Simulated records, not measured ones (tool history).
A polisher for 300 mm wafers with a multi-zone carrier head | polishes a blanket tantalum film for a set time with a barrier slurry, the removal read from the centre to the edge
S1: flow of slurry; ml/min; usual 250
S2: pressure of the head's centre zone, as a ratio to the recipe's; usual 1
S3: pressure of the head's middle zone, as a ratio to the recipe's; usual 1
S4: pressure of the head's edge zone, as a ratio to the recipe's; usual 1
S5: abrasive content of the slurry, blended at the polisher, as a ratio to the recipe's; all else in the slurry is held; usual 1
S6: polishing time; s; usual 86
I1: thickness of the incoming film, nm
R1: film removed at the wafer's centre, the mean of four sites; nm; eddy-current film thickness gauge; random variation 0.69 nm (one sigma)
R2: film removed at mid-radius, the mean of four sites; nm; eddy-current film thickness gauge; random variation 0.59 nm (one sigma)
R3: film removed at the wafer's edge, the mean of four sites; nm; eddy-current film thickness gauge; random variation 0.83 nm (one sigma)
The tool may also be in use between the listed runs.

Run 1, hour 0: usual settings; I1 320.2. Result: R1 76.1 nm, R2 71.3 nm, R3 72.6 nm.
Run 2, hour 23.4: usual settings; I1 316.6. Result: R1 77.1 nm, R2 71.1 nm, R3 70.8 nm.
Run 3, hour 36.7: usual settings; I1 319.5. Result: R1 77.7 nm, R2 70 nm, R3 70.8 nm.
Run 4, hour 67.8: usual settings; I1 319.3. Result: R1 78.9 nm, R2 70.3 nm, R3 71.9 nm.
At hour 97.2: worn pad replaced by a new one.
Run 5, hour 97.7: usual settings; I1 320.5. Result: R1 78.4 nm, R2 71.1 nm, R3 70.2 nm.
Run 6, hour 130.2: usual settings but S1 305 ml/min; I1 313.9. Result: R1 82.4 nm, R2 72.1 nm, R3 74 nm.
At hour 136.1: slurry nozzle cleaned.
At hour 144.4: edge zone pressure recalibrated.
Run 7, hour 165.7: usual settings; I1 319.5. Result: R1 79.8 nm, R2 70.2 nm, R3 70.6 nm.
At hour 184.5: worn pad replaced by a new one.
Run 8, hour 187.9: usual settings; I1 322. Result: R1 80.6 nm, R2 70.9 nm, R3 71.7 nm.
Run 9, hour 200.6: usual settings but S3 0.9, S6 103 s; I1 319.3. Result: R1 97.8 nm, R2 77.8 nm, R3 83.6 nm.
At hour 207.7: carrier head's membrane replaced by a new one, of another model than before.
At hour 225.5: centre zone pressure recalibrated.
Run 10, hour 232.2: usual settings but S6 102 s; I1 316.1. Result: R1 87.3 nm, R2 82.5 nm, R3 83.4 nm.
Run 11, hour 254.1: usual settings but S5 0.85; I1 318.9. Result: R1 72.8 nm, R2 69.2 nm, R3 70.6 nm.
Run 12, hour 270: usual settings but S2 0.96; I1 321.8. Result: R1 70.2 nm, R2 69.9 nm, R3 71.4 nm.
At hour 274.1: worn pad replaced by a new one.
Run 13, hour 286: usual settings but S1 215 ml/min, S2 0.96, S5 0.9; I1 321.5. Result: R1 68.5 nm, R2 68.6 nm, R3 70.5 nm.
Run 14, hour 298.5: usual settings but S5 0.8; I1 318.8. Result: R1 72.1 nm, R2 67.9 nm, R3 69.3 nm.
Run 15, hour 327.2: usual settings; I1 316.1. Result: R1 76.7 nm, R2 70 nm, R3 72.7 nm.
Run 16, hour 349.3: usual settings; I1 326.4. Result: R1 76.1 nm, R2 69.9 nm, R3 71 nm.
At hour 371.6: worn pad replaced by a new one.
Run 17, hour 372.1: usual settings but S1 195 ml/min, S3 1.05; I1 319.5. Result: R1 75.1 nm, R2 74.3 nm, R3 70.1 nm.

Forecast each of these 4 alternatives for the next run:
Run A, hour 372.5: usual settings; I1 316.5. Result: R1 ?, R2 ?, R3 ?.
Run B, hour 372.5: usual settings but S3 1.07, S4 1.11, S6 112 s; I1 316.5. Result: R1 ?, R2 ?, R3 ?.
Run C, hour 372.5: usual settings but S3 0.94; I1 316.5. Result: R1 ?, R2 ?, R3 ?.
Run D, hour 372.5: usual settings but S4 1.1; I1 316.5. Result: R1 ?, R2 ?, R3 ?.

run     R1     R2     R3
  A   77.2   70.1   71.4
  B  100.6  100.9  100.7
  C   77.1   63.8   71.5
  D   77.2   70.1   76.9
Without the tool's hidden state the same runs would have given:
run    R1     R2     R3
  A  73.5   70.2   71.4
  B  95.7  100.9  100.7
  C  73.4   63.8   71.5
  D  73.5   70.1   76.9
